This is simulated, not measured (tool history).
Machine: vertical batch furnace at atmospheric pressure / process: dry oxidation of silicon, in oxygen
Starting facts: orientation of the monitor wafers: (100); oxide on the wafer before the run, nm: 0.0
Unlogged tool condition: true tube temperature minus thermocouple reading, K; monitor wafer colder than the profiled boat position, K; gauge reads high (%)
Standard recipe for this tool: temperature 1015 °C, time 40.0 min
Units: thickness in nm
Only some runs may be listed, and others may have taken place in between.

| run | day | temperature | time | wafers since the last listed run | hours since the last temperature calibration | hours since the boat lift was adjusted | hours since the gauge calibration | read-back reference wafer on the same gauge, thickness | thickness |
|---|---|---|---|---|---|---|---|---|---|
| 1 | 0.000 | 1015 | 53.5 | 0 | 3547.5 | 1844.4 | 178.1 | 41.60 | 50.77 |
| 2 | 0.808 | 1015 | 53.5 | 296 | 3566.9 | 1863.8 | 197.5 | 41.61 | 50.72 |
| 3 | 1.558 | 1015 | 53.5 | 274 | 3584.9 | 1881.8 | 215.5 | 41.60 | 50.70 |
| 4 | 2.267 | 1015 | 40.0 | 259 | 3601.9 | 1898.8 | 232.5 | 41.60 | 42.41 |
| 5 | 3.062 | 1015 | 40.0 | 291 | 3621.0 | 1917.9 | 251.6 | 41.61 | 42.28 |
| 6 | 3.512 | 1015 | 40.0 | 164 | 3631.8 | 1928.7 | 262.4 | 41.61 | 42.23 |
| 7 | 4.225 | 1015 | 40.0 | 261 | 3648.9 | 1945.8 | 279.5 | 41.61 | 42.38 |
| 8 | 5.104 | 1015 | 40.0 | 322 | 3670.0 | 1966.9 | 300.6 | 41.59 | 42.20 |
| 9 | 5.967 | 1015 | 40.0 | 316 | 3690.7 | 1987.6 | 321.3 | 41.59 | 42.16 |
| 10 | 6.458 | 1006 | 28.5 | 180 | 3702.5 | 1999.4 | 333.1 | 41.60 | 31.81 |
| 11 | 7.246 | 1003 | 29.0 | 288 | 3721.4 | 2018.3 | 352.0 | 41.60 | 31.22 |
| 12 | 7.892 | 997 | 57.0 | 236 | 3736.9 | 2033.8 | 367.5 | 41.59 | 44.08 |
| 13 | 9.479 | 1015 | 40.0 | 581 | 3775.0 | 2071.9 | 405.6 | 41.60 | 42.10 |
| 14 | 9.996 | 1034 | 52.0 | 189 | 3787.4 | 2084.3 | 418.0 | 41.60 | 59.03 |
|  | 10.212 | gauge calibrated |
| 15 | 10.788 | 1028 | 55.5 | 290 | 3806.4 | 2103.3 | 13.8 | 41.61 | 58.36 |
|  | 11.992 | boat lift adjusted |
|  | 12.250 | thermocouples replaced and temperature profile calibrated |
| 16 | 12.271 | 1015 | 40.0 | 82 | 0.5 | 6.7 | 49.4 | 41.60 | 43.36 |
| 17 | 12.638 | 1033 | 34.5 | 134 | 9.3 | 15.5 | 58.2 | 41.60 | 46.50 |
| 18 | 14.821 | 1003 | 33.0 | 800 | 61.7 | 67.9 | 110.6 | 41.59 | 34.60 |
| 19 | 15.367 | 1015 | 40.0 | 200 | 74.8 | 81.0 | 123.7 | 41.61 | 43.29 |
| 20 | 16.212 | 1036 | 31.5 | 310 | 95.1 | 101.3 | 144.0 | 41.61 | 45.12 |
| 21 | 16.896 | 1015 | 58.5 | 250 | 111.5 | 117.7 | 160.4 | 41.60 | 54.98 |

Below are 4 alternative next runs, each starting from the tool's condition after run 21. Predict each:
| A | 17.121 | 1015 | 40.0 | 82 | 116.9 | 123.1 | 165.8 | ? | ? |
| B | 17.121 | 1031 | 52.0 | 82 | 116.9 | 123.1 | 165.8 | ? | ? |
| C | 17.121 | 992 | 27.5 | 82 | 116.9 | 123.1 | 165.8 | ? | ? |
| D | 17.121 | 997 | 25.0 | 82 | 116.9 | 123.1 | 165.8 | ? | ? |

| run | read-back reference wafer on the same gauge, thickness | thickness |
|---|---|---|
| A | 41.61 | 43.27 |
| B | 41.61 | 58.94 |
| C | 41.61 | 27.85 |
| D | 41.61 | 27.81 |
Without the tool's unlogged condition, the same runs would have read:
| run | thickness |
|---|---|
| A | 43.30 |
| B | 58.98 |
| C | 27.87 |
| D | 27.84 |
